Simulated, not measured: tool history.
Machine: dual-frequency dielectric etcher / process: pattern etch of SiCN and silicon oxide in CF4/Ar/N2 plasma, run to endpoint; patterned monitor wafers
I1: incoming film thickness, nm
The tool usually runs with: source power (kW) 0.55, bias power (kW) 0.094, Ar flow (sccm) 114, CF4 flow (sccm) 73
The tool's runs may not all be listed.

Run 1, hour 0: usual settings; I1 12.53. Result: endpoint time (s) 10.
Run 2, hour 70.2: usual settings; I1 12.47. Result: endpoint time (s) 9.9.
Run 3, hour 120.3: usual settings; I1 12.53. Result: endpoint time (s) 9.9.
Run 4, hour 149.2: usual settings; I1 12.66. Result: endpoint time (s) 9.9.
Run 5, hour 185.6: usual settings but CF4 flow (sccm) 78; I1 12.61. Result: endpoint time (s) 9.7.
Run 6, hour 225.5: usual settings but CF4 flow (sccm) 78; I1 12.53. Result: endpoint time (s) 9.7.
At hour 251: source power generator calibrated.
Run 7, hour 279.9: usual settings but CF4 flow (sccm) 78; I1 12.61. Result: endpoint time (s) 9.6.
At hour 313.5: wet clean of the chamber.
Run 8, hour 345: usual settings but CF4 flow (sccm) 68; I1 12.53. Result: endpoint time (s) 10.3.
At hour 376.7: upper electrode replaced.
Run 9, hour 397.7: usual settings but CF4 flow (sccm) 68; I1 12.48. Result: endpoint time (s) 10.2.
At hour 458.6: bias power generator calibrated.
Run 10, hour 459.1: usual settings but bias power (kW) 0.077, Ar flow (sccm) 105, CF4 flow (sccm) 87; I1 12.68. Result: endpoint time (s) 10.3.
Run 11, hour 500.5: usual settings but Ar flow (sccm) 87; I1 12.62. Result: endpoint time (s) 9.8.
At hour 523.1: Ar flow controller replaced.
Run 12, hour 554: usual settings but Ar flow (sccm) 90; I1 12.7. Result: endpoint time (s) 9.8.
Run 13, hour 593.3: usual settings but source power (kW) 0.63, CF4 flow (sccm) 90; I1 12.69. Result: endpoint time (s) 8.2.
At hour 631.1: CF4 flow controller replaced.
Run 14, hour 649.8: usual settings but source power (kW) 0.64; I1 12.72. Result: endpoint time (s) 8.3.
Run 15, hour 690.5: usual settings but source power (kW) 0.44, bias power (kW) 0.117, Ar flow (sccm) 125, CF4 flow (sccm) 79; I1 12.64. Result: endpoint time (s) 11.7.
At hour 735.6: wet clean of the chamber.
Run 16, hour 745.1: usual settings; I1 12.49. Result: endpoint time (s) 10.2.
Run 17, hour 778: usual settings but Ar flow (sccm) 87; I1 12.63. Result: endpoint time (s) 10.
Run 18, hour 827.3: usual settings; I1 12.62. Result: endpoint time (s) 10.2.

Branching from run 18: 3 alternative next runs. What would each branch give?
Run A, hour 827.7: usual settings; I1 12.66. Result: endpoint time (s) ?.
Run B, hour 827.7: usual settings but CF4 flow (sccm) 79; I1 12.66. Result: endpoint time (s) ?.
Run C, hour 827.7: usual settings but source power (kW) 0.6, Ar flow (sccm) 123, CF4 flow (sccm) 63; I1 12.66. Result: endpoint time (s) ?.

run  endpoint time (s)
  A               10.2
  B                 10
  C                9.6
Take away the tool's hidden state, keep each run's random variation, and the runs would have read:
run  endpoint time (s)
  A               10.2
  B               10.1
  C                9.7
